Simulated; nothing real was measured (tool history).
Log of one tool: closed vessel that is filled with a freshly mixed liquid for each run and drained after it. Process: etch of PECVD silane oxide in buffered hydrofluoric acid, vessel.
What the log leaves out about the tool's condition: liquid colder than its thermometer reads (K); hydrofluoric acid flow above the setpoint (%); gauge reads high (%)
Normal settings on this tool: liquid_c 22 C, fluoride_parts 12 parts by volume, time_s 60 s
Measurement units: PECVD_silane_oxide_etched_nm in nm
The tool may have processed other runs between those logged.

run	day	liquid_c	fluoride_parts	time_s	wafers since the last listed run	hours since the thermometer was replaced	hours since the hydrofluoric acid flow meter was replaced	hours since the gauge calibration	read-back film thickness of the PECVD silane oxide reference wafer, read on the same gauge (nm)	PECVD_silane_oxide_etched_nm
1	0	22	12	60	0	287.4	1800.1	351.8	130.02	82.94
2	0.679	22	12	60	2280	303.7	1816.4	368.1	130.01	83.43
3	1.012	23.5	12	60	1119	311.7	1824.4	376.1	130	89.35
4	1.358	22	12	60	1160	320	1832.7	384.4	129.99	82.79
5	1.717	22	12	60	1202	328.6	1841.3	393	130.01	83.22
6	2.179	22	12	60	1552	339.7	1852.4	404.1	130	82.97
7	2.804	22	12	60	2098	354.7	1867.4	419.1	130.01	82.82
# day 2.929: gauge calibrated
8	3.238	22	12	60	1454	365.1	1877.8	7.4	130	83.03
9	3.517	22	9.5	70	937	371.8	1884.5	14.1	130	119.26
10	3.875	22	9.5	70	1202	380.4	1893.1	22.7	129.99	118.06
11	4.492	22	9.5	70	2070	395.2	1907.9	37.5	129.99	117.05
12	4.825	22	12	60	1119	403.2	1915.9	45.5	130.01	83.29
13	5.404	22	12	60	1944	417.1	1929.8	59.4	130.02	82.66
14	5.671	22	12	60	895	423.5	1936.2	65.8	129.99	82.28
15	6.117	23.5	8.5	75	1496	434.2	1946.9	76.5	130	154.44
# day 6.542: thermometer replaced
16	6.733	17.5	16	60	1930	4.6	1961.7	91.3	130	50.31
# day 6.779: hydrofluoric acid flow meter replaced
17	7.075	26.5	10.5	70	1007	12.8	7.1	99.5	130.01	131.55
18	7.329	22	14.5	60	853	18.9	13.2	105.6	130.01	64.75
19	7.704	27	8.5	35	1258	27.9	22.2	114.6	129.99	80.37
20	8.238	25	12	50	1790	40.7	35	127.4	129.99	75.97
21	8.783	19.5	14	30	1832	53.8	48.1	140.5	130.01	28.81
22	9.283	20	12	90	1678	65.8	60.1	152.5	129.98	103.23
23	9.871	22	12	60	1972	79.9	74.2	166.6	130.01	77.41
24	10.204	20	9	30	1119	87.9	82.2	174.6	130	43.99
25	10.883	22	12	35	2280	104.2	98.5	190.9	129.97	45.32
26	11.554	26.5	15.5	75	2252	120.3	114.6	207	129.99	95.79
27	11.967	22	12	60	1384	130.2	124.5	216.9	130.01	77.28
28	12.521	22	12	60	1860	143.5	137.8	230.2	130.01	77.41
29	12.862	19	10.5	50	1147	151.7	146	238.4	130.01	61.88
30	13.167	18	12	90	1021	159	153.3	245.7	130.01	91.94
31	13.633	22	12	60	1566	170.2	164.5	256.9	129.99	77.55
32	14.25	19	10.5	50	2070	185	179.3	271.7	130	61.55

Here are 5 independent what-if runs from the current tool condition. What would each one return?
A	14.279	22	12	60	97	185.7	180	272.4	?	?
B	14.279	19.5	14	60	97	185.7	180	272.4	?	?
C	14.279	22	13.5	70	97	185.7	180	272.4	?	?
D	14.279	22	10	40	97	185.7	180	272.4	?	?
E	14.279	22	16	50	97	185.7	180	272.4	?	?

run	read-back film thickness of the PECVD silane oxide reference wafer, read on the same gauge (nm)	PECVD_silane_oxide_etched_nm
A	129.99	77.24
B	129.99	57.76
C	129.99	80.3
D	129.99	61.02
E	129.99	48.54
What these runs would have given with no unlogged condition in the tool:
run	PECVD_silane_oxide_etched_nm
A	76.81
B	57.45
C	79.85
D	61.17
E	48.27

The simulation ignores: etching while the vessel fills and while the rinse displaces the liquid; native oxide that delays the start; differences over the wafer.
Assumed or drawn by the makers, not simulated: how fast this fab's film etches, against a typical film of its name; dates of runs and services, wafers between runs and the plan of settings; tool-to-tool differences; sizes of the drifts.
